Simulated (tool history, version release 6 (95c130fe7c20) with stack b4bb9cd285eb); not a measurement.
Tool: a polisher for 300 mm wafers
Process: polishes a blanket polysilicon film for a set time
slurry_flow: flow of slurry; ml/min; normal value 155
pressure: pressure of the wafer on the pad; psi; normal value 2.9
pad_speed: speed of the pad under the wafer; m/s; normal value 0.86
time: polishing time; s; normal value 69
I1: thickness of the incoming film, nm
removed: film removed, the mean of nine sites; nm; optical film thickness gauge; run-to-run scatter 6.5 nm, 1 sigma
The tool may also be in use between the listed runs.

{"run": 1, "hour": 0.0, "slurry_flow": 155, "pressure": 2.9, "pad_speed": 0.86, "time": 69, "I1": 2019.5, "removed": 431.7}
{"run": 2, "hour": 19.1, "slurry_flow": 155, "pressure": 2.9, "pad_speed": 0.86, "time": 69, "I1": 1981.3, "removed": 431.4}
{"run": 3, "hour": 41.3, "slurry_flow": 155, "pressure": 2.9, "pad_speed": 0.86, "time": 69, "I1": 1979.8, "removed": 430.8}
{"run": 4, "hour": 77.0, "slurry_flow": 155, "pressure": 2.9, "pad_speed": 0.86, "time": 69, "I1": 1977.6, "removed": 435.3}
{"run": 5, "hour": 98.1, "slurry_flow": 155, "pressure": 2.9, "pad_speed": 0.86, "time": 69, "I1": 2029.8, "removed": 401.8}
{"run": 6, "hour": 178.6, "slurry_flow": 155, "pressure": 2.9, "pad_speed": 0.86, "time": 69, "I1": 1972.8, "removed": 452.5}
{"run": 7, "hour": 212.6, "slurry_flow": 155, "pressure": 2.9, "pad_speed": 0.86, "time": 69, "I1": 2000, "removed": 439}
{"run": 8, "hour": 243.2, "slurry_flow": 155, "pressure": 2.9, "pad_speed": 0.86, "time": 69, "I1": 1970.7, "removed": 450.5}
{"run": 9, "hour": 258.9, "slurry_flow": 155, "pressure": 2.9, "pad_speed": 0.86, "time": 69, "I1": 2028.5, "removed": 436}
{"run": 10, "hour": 281.5, "slurry_flow": 155, "pressure": 2.9, "pad_speed": 0.86, "time": 69, "I1": 2003, "removed": 431.1}
{"run": 11, "hour": 309.1, "slurry_flow": 155, "pressure": 2.9, "pad_speed": 0.86, "time": 69, "I1": 1986.4, "removed": 429}
{"run": 12, "hour": 341.0, "slurry_flow": 155, "pressure": 2.3, "pad_speed": 0.86, "time": 52, "I1": 2035.8, "removed": 259.3}
{"run": 13, "hour": 356.2, "slurry_flow": 155, "pressure": 2.1, "pad_speed": 0.86, "time": 69, "I1": 2010.2, "removed": 313.7}
{"run": 14, "hour": 390.9, "slurry_flow": 155, "pressure": 2.9, "pad_speed": 0.86, "time": 69, "I1": 2034.6, "removed": 436.7}
{"run": 15, "hour": 412.6, "slurry_flow": 155, "pressure": 2.9, "pad_speed": 0.86, "time": 69, "I1": 2046.9, "removed": 432.8}
{"run": 16, "hour": 436.9, "slurry_flow": 155, "pressure": 2.9, "pad_speed": 0.86, "time": 69, "I1": 2012.2, "removed": 457}
{"run": 17, "hour": 467.8, "slurry_flow": 155, "pressure": 2.9, "pad_speed": 0.86, "time": 80, "I1": 1968.2, "removed": 504.6}
{"run": 18, "hour": 487.0, "slurry_flow": 155, "pressure": 3.4, "pad_speed": 0.86, "time": 69, "I1": 2017.3, "removed": 526.6}
{"run": 19, "hour": 506.5, "slurry_flow": 155, "pressure": 2.9, "pad_speed": 0.86, "time": 69, "I1": 2045.5, "removed": 433.8}
{"run": 20, "hour": 537.9, "slurry_flow": 175, "pressure": 2.2, "pad_speed": 0.86, "time": 46, "I1": 1998.4, "removed": 223.7}
{"run": 21, "hour": 553.0, "slurry_flow": 155, "pressure": 2.9, "pad_speed": 0.56, "time": 76, "I1": 2036.5, "removed": 323.5}
{"run": 22, "hour": 568.6, "slurry_flow": 115, "pressure": 3.6, "pad_speed": 0.86, "time": 57, "I1": 2028.1, "removed": 408.2}
{"run": 23, "hour": 601.5, "slurry_flow": 155, "pressure": 2.9, "pad_speed": 0.86, "time": 69, "I1": 2046.4, "removed": 423.4}
{"run": 24, "hour": 613.7, "slurry_flow": 175, "pressure": 2.9, "pad_speed": 1.02, "time": 69, "I1": 2014.4, "removed": 523.1}

Removed from this log: 9 entries logged between the listed runs. Between which two listed runs does each belong, and how does the tool's hidden state at the listed run before it compare with that at the listed run after it?
Logged between run 3 and run 4: worn pad replaced by a new one (hour 57.5)
  slurry flow missing at the pad, %: 19.8 -> 21.2
  measured less the result without the state, removed: -20.4 -> -22.5 nm
Logged between run 4 and run 5: slurry nozzle cleaned (hour 95.6)
  slurry flow missing at the pad, %: 21.2 -> 38.2
  measured less the result without the state, removed: -22.5 -> -50.4 nm
Logged between run 5 and run 6: slurry nozzle cleaned, repeated, since the last time left the tool worse (hour 175.2)
  slurry flow missing at the pad, %: 38.2 -> 1.47
  measured less the result without the state, removed: -50.4 -> -1.3 nm
Logged between run 6 and run 7: head pressure recalibrated (hour 184.7); worn pad replaced by a new one (hour 192.1)
  slurry flow missing at the pad, %: 1.47 -> 9.4
  measured less the result without the state, removed: -1.3 -> -8.5 nm
Logged between run 11 and run 12: worn pad replaced by a new one (hour 315.6)
  slurry flow missing at the pad, %: 19 -> 20.2
  measured less the result without the state, removed: -19.2 -> -12.6 nm
Logged between run 15 and run 16: slurry nozzle cleaned (hour 418.3)
  slurry flow missing at the pad, %: 21.6 -> 5.28
  measured less the result without the state, removed: -22.8 -> -4.7 nm
Logged between run 16 and run 17: worn pad replaced by a new one (hour 455.4)
  slurry flow missing at the pad, %: 5.28 -> 11.2
  measured less the result without the state, removed: -4.7 -> -12 nm
Logged between run 22 and run 23: worn pad replaced by a new one (hour 589.9)
  slurry flow missing at the pad, %: 19.5 -> 20.5
  measured less the result without the state, removed: -25.7 -> -20.9 nm
